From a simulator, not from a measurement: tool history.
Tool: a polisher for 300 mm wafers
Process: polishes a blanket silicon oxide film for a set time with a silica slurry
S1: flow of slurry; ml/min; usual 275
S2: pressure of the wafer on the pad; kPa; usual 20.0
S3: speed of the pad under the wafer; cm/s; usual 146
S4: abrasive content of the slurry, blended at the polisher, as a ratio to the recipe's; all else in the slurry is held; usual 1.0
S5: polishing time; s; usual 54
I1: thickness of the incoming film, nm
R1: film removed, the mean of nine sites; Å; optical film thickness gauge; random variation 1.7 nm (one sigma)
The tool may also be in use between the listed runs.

run 1 hour=0.0 | S1=275 S2=20.0 S3=146 S4=1.0 S5=54 | I1=1844.6 | R1=1756
-- hour=10.6 worn pad replaced by a new one
run 2 hour=78.9 | S1=275 S2=20.0 S3=146 S4=1.0 S5=54 | I1=1851.5 | R1=1782
run 3 hour=155.3 | S1=275 S2=20.0 S3=180 S4=1.0 S5=54 | I1=1833.5 | R1=2133
-- hour=190.4 slurry blender recalibrated
-- hour=206.8 head pressure recalibrated
-- hour=236.2 worn pad replaced by a new one
run 4 hour=252.3 | S1=275 S2=20.0 S3=180 S4=1.0 S5=54 | I1=1832.3 | R1=2012
-- hour=274.9 conditioning disc replaced and pad reconditioned
run 5 hour=327.6 | S1=275 S2=20.0 S3=146 S4=1.0 S5=54 | I1=1851.3 | R1=1742
-- hour=411.5 slurry nozzle cleaned
-- hour=434.6 slurry blender recalibrated
run 6 hour=435.1 | S1=275 S2=20.0 S3=146 S4=1.0 S5=54 | I1=1849.4 | R1=1814
-- hour=456.8 worn pad replaced by a new one
-- hour=510.0 head pressure recalibrated
run 7 hour=531.3 | S1=275 S2=20.0 S3=146 S4=1.0 S5=54 | I1=1875.2 | R1=1636
run 8 hour=591.5 | S1=275 S2=20.0 S3=146 S4=1.0 S5=54 | I1=1860.7 | R1=1767
-- hour=650.9 slurry blender recalibrated
-- hour=666.3 conditioning disc replaced and pad reconditioned
-- hour=678.3 worn pad replaced by a new one
run 9 hour=683.8 | S1=275 S2=20.0 S3=116 S4=1.0 S5=54 | I1=1828.8 | R1=1459
run 10 hour=752.1 | S1=275 S2=20.0 S3=146 S4=1.0 S5=54 | I1=1841.7 | R1=1774
-- hour=812.5 head pressure recalibrated
run 11 hour=848.1 | S1=220 S2=13.8 S3=146 S4=1.0 S5=54 | I1=1853.5 | R1=1111
-- hour=880.1 slurry blender recalibrated
-- hour=883.4 worn pad replaced by a new one
run 12 hour=897.6 | S1=225 S2=20.0 S3=122 S4=1.2 S5=54 | I1=1837.9 | R1=1537
run 13 hour=964.9 | S1=235 S2=20.0 S3=146 S4=0.8 S5=72 | I1=1852.9 | R1=2062
run 14 hour=1038.7 | S1=225 S2=20.0 S3=146 S4=1.1 S5=36 | I1=1820.4 | R1=1199
-- hour=1061.1 conditioning disc replaced and pad reconditioned
-- hour=1104.1 slurry blender recalibrated
-- hour=1127.5 head pressure recalibrated
run 15 hour=1131.1 | S1=305 S2=13.8 S3=186 S4=1.0 S5=41 | I1=1809.6 | R1=1066

Forecast each of these 4 alternatives for the next run:
run A hour=1131.5 | S1=275 S2=20.0 S3=146 S4=1.0 S5=54 | I1=1810.5 | R1=?
run B hour=1131.5 | S1=215 S2=16.5 S3=146 S4=1.0 S5=54 | I1=1810.5 | R1=?
run C hour=1131.5 | S1=180 S2=20.0 S3=168 S4=1.0 S5=54 | I1=1810.5 | R1=?
run D hour=1131.5 | S1=275 S2=20.0 S3=146 S4=1.0 S5=72 | I1=1810.5 | R1=?

run=A R1=1611
run=B R1=1309
run=C R1=1736
run=D R1=2147
Without the tool's hidden state the same runs would have given:
run=A R1=1594
run=B R1=1296
run=C R1=1718
run=D R1=2125
